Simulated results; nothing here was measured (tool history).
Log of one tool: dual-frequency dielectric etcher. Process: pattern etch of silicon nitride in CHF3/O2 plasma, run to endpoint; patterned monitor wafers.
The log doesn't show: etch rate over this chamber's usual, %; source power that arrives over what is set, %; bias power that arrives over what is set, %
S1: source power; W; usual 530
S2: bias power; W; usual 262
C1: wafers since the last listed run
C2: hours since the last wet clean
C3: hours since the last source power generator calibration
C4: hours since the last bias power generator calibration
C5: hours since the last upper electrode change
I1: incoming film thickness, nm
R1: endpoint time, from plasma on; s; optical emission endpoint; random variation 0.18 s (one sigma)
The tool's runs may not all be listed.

run 1 hour=0.0 | S1=570 S2=262 | C1=0 C2=434.6 C3=2767.1 C4=1611.3 C5=4605.1 | I1=86.7 | R1=55.4
run 2 hour=34.1 | S1=570 S2=262 | C1=268 C2=468.7 C3=2801.2 C4=1645.4 C5=4639.2 | I1=88.0 | R1=56.2
run 3 hour=49.5 | S1=500 S2=262 | C1=121 C2=484.1 C3=2816.6 C4=1660.8 C5=4654.6 | I1=87.7 | R1=58.1
run 4 hour=76.3 | S1=570 S2=288 | C1=211 C2=510.9 C3=2843.4 C4=1687.6 C5=4681.4 | I1=87.3 | R1=54.5
run 5 hour=112.2 | S1=570 S2=288 | C1=283 C2=546.8 C3=2879.3 C4=1723.5 C5=4717.3 | I1=88.3 | R1=55.1
run 6 hour=128.5 | S1=530 S2=308 | C1=128 C2=563.1 C3=2895.6 C4=1739.8 C5=4733.6 | I1=87.7 | R1=55.1
run 7 hour=147.9 | S1=530 S2=262 | C1=152 C2=582.5 C3=2915.0 C4=1759.2 C5=4753.0 | I1=88.8 | R1=58.0
run 8 hour=174.8 | S1=630 S2=262 | C1=212 C2=609.4 C3=2941.9 C4=1786.1 C5=4779.9 | I1=88.4 | R1=54.3
-- hour=203.6 wet clean of the chamber
run 9 hour=206.6 | S1=530 S2=262 | C1=61 C2=3.0 C3=2973.7 C4=1817.9 C5=4811.7 | I1=88.4 | R1=59.2
-- hour=250.6 upper electrode replaced
run 10 hour=251.1 | S1=530 S2=262 | C1=161 C2=47.5 C3=3018.2 C4=1862.4 C5=0.5 | I1=87.9 | R1=58.6
run 11 hour=267.3 | S1=530 S2=262 | C1=127 C2=63.7 C3=3034.4 C4=1878.6 C5=16.7 | I1=88.0 | R1=58.4
run 12 hour=301.5 | S1=530 S2=262 | C1=269 C2=97.9 C3=3068.6 C4=1912.8 C5=50.9 | I1=88.0 | R1=58.5
run 13 hour=324.4 | S1=530 S2=262 | C1=180 C2=120.8 C3=3091.5 C4=1935.7 C5=73.8 | I1=88.2 | R1=58.5
run 14 hour=341.5 | S1=530 S2=205 | C1=134 C2=137.9 C3=3108.6 C4=1952.8 C5=90.9 | I1=87.6 | R1=60.7
run 15 hour=357.5 | S1=570 S2=262 | C1=126 C2=153.9 C3=3124.6 C4=1968.8 C5=106.9 | I1=87.4 | R1=56.6
run 16 hour=388.4 | S1=570 S2=262 | C1=243 C2=184.8 C3=3155.5 C4=1999.7 C5=137.8 | I1=88.3 | R1=56.8
run 17 hour=412.7 | S1=490 S2=284 | C1=191 C2=209.1 C3=3179.8 C4=2024.0 C5=162.1 | I1=87.4 | R1=58.0
-- hour=420.2 bias power generator calibrated
run 18 hour=430.6 | S1=650 S2=262 | C1=109 C2=227.0 C3=3197.7 C4=10.4 C5=180.0 | I1=87.9 | R1=54.4
-- hour=440.5 source power generator calibrated
run 19 hour=462.6 | S1=530 S2=316 | C1=220 C2=259.0 C3=22.1 C4=42.4 C5=212.0 | I1=87.0 | R1=55.1
run 20 hour=483.3 | S1=530 S2=262 | C1=163 C2=279.7 C3=42.8 C4=63.1 C5=232.7 | I1=87.8 | R1=58.2
run 21 hour=501.6 | S1=530 S2=198 | C1=144 C2=298.0 C3=61.1 C4=81.4 C5=251.0 | I1=88.6 | R1=61.5

Run 22 comes next. What will it give?
run 22 hour=534.3 | S1=440 S2=199 | C1=257 C2=330.7 C3=93.8 C4=114.1 C5=283.7 | I1=88.2 | R1=?

Run 22 gave R1 64.7 s.
Without the tool's hidden state the same run would have given R1 65.5 s.
